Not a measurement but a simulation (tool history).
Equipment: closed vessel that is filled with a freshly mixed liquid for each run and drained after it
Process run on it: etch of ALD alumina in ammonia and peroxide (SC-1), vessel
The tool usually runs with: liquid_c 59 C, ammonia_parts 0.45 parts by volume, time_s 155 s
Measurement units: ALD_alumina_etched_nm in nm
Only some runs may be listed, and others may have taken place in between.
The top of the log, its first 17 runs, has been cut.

run,hour,liquid_c,ammonia_parts,time_s,"read-back film thickness of the ALD alumina reference wafer, read on the same gauge (nm)",ALD_alumina_etched_nm
# hour 1417: thermometer replaced, repeated, since the last time left the tool worse
18,1526.7,54,0.45,155,100.01,11.11
19,1573.2,59,0.45,155,100,14.19
20,1665.2,62,0.3,190,100.01,19.71
21,1719.4,59,0.65,155,99.98,14.89
22,1794.3,59,0.45,155,100.01,14.28
23,1842.9,59,0.45,110,100,10.26
24,1919.9,59,0.45,190,100,17.49
# hour 1929.4: new drum of ammonia solution connected
25,1969.7,59,0.45,155,100,13.99
26,2033.3,50,0.3,155,100,8.21
27,2133.4,59,0.45,155,99.99,13.93
28,2201.1,53.5,0.45,155,100,10.44
29,2300.2,59,0.45,155,99.99,13.89
# hour 2548.7: thermometer replaced
# hour 2562.9: new drum of ammonia solution connected
30,2583.4,51.5,0.3,155,100.01,9.35

Predict each of these 3 candidate next runs independently; none follows another, all start after run 30:
A,2584.1,66,0.45,155,?,?
B,2584.1,64,0.55,215,?,?
C,2584.1,50.5,0.6,210,?,?

run,"read-back film thickness of the ALD alumina reference wafer, read on the same gauge (nm)",ALD_alumina_etched_nm
A,100,20.49
B,100,26.23
C,100,12.73
Without the tool's unlogged condition, the same runs would have read:
run,ALD_alumina_etched_nm
A,20.65
B,26.43
C,12.84

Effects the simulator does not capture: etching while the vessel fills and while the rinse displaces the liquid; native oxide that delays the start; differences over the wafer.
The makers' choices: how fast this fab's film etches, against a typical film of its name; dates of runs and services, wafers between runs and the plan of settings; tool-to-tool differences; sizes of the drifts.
